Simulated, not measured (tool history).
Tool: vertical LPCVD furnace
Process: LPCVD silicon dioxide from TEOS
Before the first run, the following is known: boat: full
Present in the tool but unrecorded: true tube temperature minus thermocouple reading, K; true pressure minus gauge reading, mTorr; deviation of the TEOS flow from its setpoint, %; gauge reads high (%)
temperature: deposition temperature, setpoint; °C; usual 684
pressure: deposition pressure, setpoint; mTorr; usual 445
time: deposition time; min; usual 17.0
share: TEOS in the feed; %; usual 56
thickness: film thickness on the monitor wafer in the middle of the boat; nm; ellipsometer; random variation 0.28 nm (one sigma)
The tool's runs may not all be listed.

| run | hour | temperature | pressure | time | share | wafers since the last listed run | hours since the last temperature calibration | hours since the pressure gauge was zeroed | hours since the TEOS flow controller was replaced | hours since the gauge calibration | read-back reference wafer on the same gauge, thickness | thickness |
|---|---|---|---|---|---|---|---|---|---|---|---|---|
| 1 | 0.0 | 684 | 445 | 17.0 | 56 | 0 | 1452.9 | 4687.4 | 3697.4 | 1065.3 | 88.86 | 94.59 |
| 2 | 19.6 | 684 | 445 | 17.0 | 56 | 412 | 1472.5 | 4707.0 | 3717.0 | 1084.9 | 88.65 | 93.80 |
|  | 55.1 | pressure gauge zeroed |
| 3 | 55.6 | 684 | 445 | 20.0 | 56 | 252 | 1508.5 | 0.5 | 3753.0 | 1120.9 | 88.70 | 111.36 |
| 4 | 115.7 | 684 | 445 | 20.0 | 56 | 1266 | 1568.6 | 60.6 | 3813.1 | 1181.0 | 88.59 | 112.12 |
| 5 | 151.6 | 684 | 445 | 17.0 | 56 | 756 | 1604.5 | 96.5 | 3849.0 | 1216.9 | 88.53 | 94.54 |
| 6 | 165.4 | 684 | 445 | 17.0 | 56 | 290 | 1618.3 | 110.3 | 3862.8 | 1230.7 | 88.68 | 94.57 |
| 7 | 178.8 | 684 | 445 | 17.0 | 56 | 282 | 1631.7 | 123.7 | 3876.2 | 1244.1 | 88.66 | 95.46 |
| 8 | 195.8 | 684 | 445 | 17.0 | 56 | 358 | 1648.7 | 140.7 | 3893.2 | 1261.1 | 88.63 | 94.90 |
|  | 220.9 | TEOS flow controller replaced |
| 9 | 221.4 | 681 | 445 | 14.0 | 56 | 33 | 1674.3 | 166.3 | 0.5 | 1286.7 | 88.60 | 72.55 |
| 10 | 235.7 | 690 | 335 | 12.0 | 50 | 301 | 1688.6 | 180.6 | 14.8 | 1301.0 | 88.63 | 63.53 |
| 11 | 254.3 | 684 | 445 | 17.0 | 56 | 391 | 1707.2 | 199.2 | 33.4 | 1319.6 | 88.67 | 95.14 |
|  | 257.2 | gauge calibrated |
| 12 | 271.5 | 684 | 375 | 17.0 | 59 | 362 | 1724.4 | 216.4 | 50.6 | 14.3 | 88.77 | 89.70 |
|  | 317.0 | thermocouples replaced and temperature profile calibrated |
| 13 | 317.5 | 684 | 445 | 14.0 | 56 | 463 | 0.5 | 262.4 | 96.6 | 60.3 | 88.64 | 74.63 |
| 14 | 334.7 | 693 | 445 | 17.0 | 47 | 362 | 17.7 | 279.6 | 113.8 | 77.5 | 88.74 | 102.36 |
| 15 | 358.4 | 684 | 520 | 17.0 | 48 | 499 | 41.4 | 303.3 | 137.5 | 101.2 | 88.71 | 90.63 |
| 16 | 384.6 | 684 | 445 | 17.0 | 56 | 552 | 67.6 | 329.5 | 163.7 | 127.4 | 88.70 | 90.65 |
| 17 | 418.3 | 676 | 445 | 17.0 | 47 | 710 | 101.3 | 363.2 | 197.4 | 161.1 | 88.82 | 68.40 |
| 18 | 515.4 | 684 | 490 | 11.5 | 56 | 2045 | 198.4 | 460.3 | 294.5 | 258.2 | 88.73 | 64.69 |
| 19 | 548.8 | 684 | 445 | 17.0 | 56 | 703 | 231.8 | 493.7 | 327.9 | 291.6 | 88.78 | 90.59 |
| 20 | 565.3 | 684 | 550 | 15.0 | 56 | 347 | 248.3 | 510.2 | 344.4 | 308.1 | 88.65 | 89.14 |
| 21 | 644.4 | 679 | 340 | 17.0 | 66 | 1666 | 327.4 | 589.3 | 423.5 | 387.2 | 88.72 | 76.56 |
| 22 | 656.5 | 684 | 355 | 17.0 | 56 | 254 | 339.5 | 601.4 | 435.6 | 399.3 | 88.65 | 81.35 |
| 23 | 674.5 | 684 | 445 | 17.0 | 56 | 379 | 357.5 | 619.4 | 453.6 | 417.3 | 88.65 | 90.73 |
| 24 | 701.1 | 692 | 410 | 15.0 | 56 | 560 | 384.1 | 646.0 | 480.2 | 443.9 | 88.74 | 93.71 |
| 25 | 714.1 | 672 | 445 | 17.0 | 56 | 273 | 397.1 | 659.0 | 493.2 | 456.9 | 88.83 | 68.39 |
| 26 | 726.9 | 676 | 445 | 11.0 | 56 | 269 | 409.9 | 671.8 | 506.0 | 469.7 | 88.56 | 48.70 |
| 27 | 761.2 | 684 | 445 | 19.0 | 56 | 722 | 444.2 | 706.1 | 540.3 | 504.0 | 88.77 | 102.03 |
| 28 | 792.3 | 684 | 445 | 17.0 | 56 | 655 | 475.3 | 737.2 | 571.4 | 535.1 | 88.64 | 91.23 |
| 29 | 832.0 | 687 | 400 | 11.0 | 46 | 836 | 515.0 | 776.9 | 611.1 | 574.8 | 88.74 | 54.75 |
| 30 | 865.0 | 690 | 445 | 17.0 | 56 | 695 | 548.0 | 809.9 | 644.1 | 607.8 | 88.79 | 105.89 |

Exercise: give the hidden state of the tool at every run:
true pressure minus gauge reading, mTorr: 0 on each run
deviation of the TEOS flow from its setpoint, %: 0 on each run
gauge reads high (%): 0 on each run
H1: true tube temperature minus thermocouple reading, K
| run | H1 |
|---|---|
| 1 | 2.29 |
| 2 | 2.32 |
| 3 | 2.37 |
| 4 | 2.46 |
| 5 | 2.51 |
| 6 | 2.53 |
| 7 | 2.55 |
| 8 | 2.57 |
| 9 | 2.61 |
| 10 | 2.63 |
| 11 | 2.65 |
| 12 | 2.68 |
| 13 | 0.362 |
| 14 | 0.387 |
| 15 | 0.421 |
| 16 | 0.458 |
| 17 | 0.506 |
| 18 | 0.645 |
| 19 | 0.693 |
| 20 | 0.717 |
| 21 | 0.83 |
| 22 | 0.847 |
| 23 | 0.873 |
| 24 | 0.911 |
| 25 | 0.929 |
| 26 | 0.948 |
| 27 | 0.997 |
| 28 | 1.04 |
| 29 | 1.1 |
| 30 | 1.15 |
